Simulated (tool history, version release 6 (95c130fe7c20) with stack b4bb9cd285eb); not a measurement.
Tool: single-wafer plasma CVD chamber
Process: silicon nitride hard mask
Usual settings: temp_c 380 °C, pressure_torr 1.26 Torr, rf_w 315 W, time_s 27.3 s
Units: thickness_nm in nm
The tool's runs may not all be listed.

run,hour,temp_c,pressure_torr,rf_w,time_s,"read-back reference wafer on the same gauge, thickness_nm",thickness_nm
1,0.0,380,1.26,315,27.3,28.622,31.922
2,51.5,380,1.26,315,27.3,28.602,31.949
3,157.7,380,1.26,315,27.3,28.611,32.078
# hour 191.9: capacitance manometer re-zeroed and calibrated
# hour 202.8: gauge calibrated
4,259.8,380,1.26,315,27.3,28.622,31.954
5,342.7,380,1.26,315,27.3,28.586,31.677
6,389.1,380,1.26,315,27.3,28.592,31.556
7,483.3,380,1.26,315,27.3,28.545,31.701
8,586.7,380,1.26,345,27.3,28.578,33.259
9,683.8,394,1.26,315,22.5,28.603,26.073
# hour 692.8: RF generator calibrated
# hour 734.2: showerhead replaced
10,784.1,393,1.52,315,27.3,28.645,34.280
11,876.2,384,1.44,370,22.2,28.574,29.907
12,935.2,367,1.39,315,27.3,28.570,33.857
13,1017.6,371,1.01,315,25.1,28.619,26.717
14,1056.9,391,1.45,315,30.9,28.599,38.327
15,1134.2,380,1.41,335,24.5,28.619,31.165
16,1189.7,380,1.34,270,30.6,28.602,34.264
17,1261.6,380,1.26,315,27.3,28.590,32.142
18,1359.4,380,1.26,315,27.3,28.619,32.129
19,1397.7,385,1.26,350,21.9,28.634,27.331
# hour 1418.1: thermocouple changed; heater temperature recalibrated
20,1459.8,380,1.50,315,31.4,28.576,39.646
21,1528.5,392,0.97,280,29.2,28.570,28.063
22,1596.5,394,1.14,290,24.3,28.592,25.963
23,1861.5,387,1.40,315,31.4,28.605,38.254
24,1944.0,380,1.26,285,30.6,28.561,33.855
25,2034.8,380,1.26,265,23.6,28.609,25.241
26,2123.8,394,1.02,315,27.3,28.599,28.861
27,2185.3,365,0.99,290,25.6,28.588,25.536
28,2221.4,380,1.26,315,27.3,28.583,31.918
29,2364.4,380,1.41,335,24.5,28.590,30.946

Measured less the same run without the tool's hidden state. The same run-to-run variation is in both; the gauge's scatter may not be:
The hidden state here: wafer temperature above the value expected at the setpoint (K); delivered RF power above the setpoint (%); true pressure above the setpoint (%); gauge reads high (%).
run,thickness_nm
1,-0.400
2,-0.411
3,-0.434
4,-0.453
5,-0.466
6,-0.474
7,-0.495
8,-0.517
9,-0.440
10,-0.130
11,-0.125
12,-0.161
13,-0.141
14,-0.211
15,-0.184
16,-0.224
17,-0.219
18,-0.239
19,-0.200
20,-0.319
21,-0.245
22,-0.238
23,-0.405
24,-0.387
25,-0.310
26,-0.353
27,-0.332
28,-0.411
29,-0.424
